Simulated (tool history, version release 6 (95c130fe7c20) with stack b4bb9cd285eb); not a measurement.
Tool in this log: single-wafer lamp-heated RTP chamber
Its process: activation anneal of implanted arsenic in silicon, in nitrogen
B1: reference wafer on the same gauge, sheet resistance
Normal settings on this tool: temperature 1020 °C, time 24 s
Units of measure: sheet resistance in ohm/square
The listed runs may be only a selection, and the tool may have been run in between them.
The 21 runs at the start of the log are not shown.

{"day": 62.533, "done": "pyrometer window cleaned and pyrometer calibrated"}
{"run": 22, "day": 65.512, "temperature": 1020, "time": 24, "B1": 278.9, "sheet resistance": 332.46}
{"day": 65.908, "done": "reflector plate cleaned"}
{"run": 23, "day": 69.054, "temperature": 1036, "time": 24, "B1": 278.96, "sheet resistance": 328.52}
{"run": 24, "day": 71.962, "temperature": 1020, "time": 10, "B1": 279, "sheet resistance": 339.24}
{"run": 25, "day": 74.567, "temperature": 1020, "time": 11, "B1": 278.91, "sheet resistance": 337.71}
{"day": 82.633, "done": "pyrometer window cleaned and pyrometer calibrated"}
{"run": 26, "day": 84.592, "temperature": 1045, "time": 10, "B1": 279.04, "sheet resistance": 335.27}
{"run": 27, "day": 86.221, "temperature": 1033, "time": 10, "B1": 278.97, "sheet resistance": 337.42}
{"run": 28, "day": 90.554, "temperature": 1020, "time": 24, "B1": 279.04, "sheet resistance": 331.44}
{"run": 29, "day": 94.271, "temperature": 1020, "time": 24, "B1": 278.96, "sheet resistance": 331.87}
{"run": 30, "day": 97.725, "temperature": 1036, "time": 34, "B1": 279.02, "sheet resistance": 322.4}
{"day": 101.896, "done": "pyrometer window cleaned and pyrometer calibrated"}
{"run": 31, "day": 101.988, "temperature": 1004, "time": 10, "B1": 279.03, "sheet resistance": 341.77}
{"run": 32, "day": 104.7, "temperature": 992, "time": 16, "B1": 278.98, "sheet resistance": 339.15}

Below are 4 alternative next runs, each starting from the tool's condition after run 32. Predict each:
{"run": "A", "day": 104.717, "temperature": 1007, "time": 24, "B1": "?", "sheet resistance": "?"}
{"run": "B", "day": 104.717, "temperature": 1048, "time": 34, "B1": "?", "sheet resistance": "?"}
{"run": "C", "day": 104.717, "temperature": 1009, "time": 20, "B1": "?", "sheet resistance": "?"}
{"run": "D", "day": 104.717, "temperature": 1044, "time": 24, "B1": "?", "sheet resistance": "?"}

run=A B1=278.98 sheet_resistance=335.19
run=B B1=278.98 sheet_resistance=321.88
run=C B1=278.98 sheet_resistance=336.16
run=D B1=278.98 sheet_resistance=327.26
With the hidden condition removed and each run's random variation left untouched, the same runs would have given:
run=A sheet_resistance=336.15
run=B sheet_resistance=323.51
run=C sheet_resistance=337.06
run=D sheet_resistance=328.62
